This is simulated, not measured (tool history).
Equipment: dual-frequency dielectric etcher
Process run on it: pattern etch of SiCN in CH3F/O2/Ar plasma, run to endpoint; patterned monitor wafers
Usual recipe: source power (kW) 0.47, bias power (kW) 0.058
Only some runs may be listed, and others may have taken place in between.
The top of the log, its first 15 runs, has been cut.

run   hour  source power (kW)  bias power (kW)  wafers since the last listed run  hours since the last wet clean  hours since the last source power generator calibration  hours since the last bias power generator calibration  hours since the last upper electrode change  incoming incoming film thickness, nm  endpoint time (s)
     224.7  -- upper electrode replaced
     233.1  -- wet clean of the chamber
 16  233.6               0.51            0.054                               433                             0.5                                                      109                                                 3350.6                                          8.9                                 10.86               28.5
 17  267.7               0.58            0.072                               543                            34.6                                                    143.1                                                 3384.7                                           43                                 10.96               25.4
 18  285.5               0.47            0.058                               283                            52.4                                                    160.9                                                 3402.5                                         60.8                                 10.96               29.2
     297.2  -- bias power generator calibrated
 19  297.7               0.47             0.07                               130                            64.6                                                    173.1                                                    0.5                                           73                                 10.85               27.3
 20  304.3                0.5            0.065                               105                            71.2                                                    179.7                                                    7.1                                         79.6                                 10.94               27.8
 21  318.5               0.47            0.058                               226                            85.4                                                    193.9                                                   21.3                                         93.8                                  10.9               29.3
 22  328.5                0.4            0.066                               159                            95.4                                                    203.9                                                   31.3                                        103.8                                 10.89               29.8
 23  339.2               0.55            0.053                               170                           106.1                                                    214.6                                                     42                                        114.5                                 10.99               28.7

Expected results for the next run?
 24  348.5               0.44            0.058                               148                           115.4                                                    223.9                                                   51.3                                        123.8                                 10.82                  ?

{"run 24": {"endpoint time (s)": 29.7}}
Take away the tool's hidden state, keep the run-to-run variation as it was, and the same run would have given endpoint time (s) 29.4.
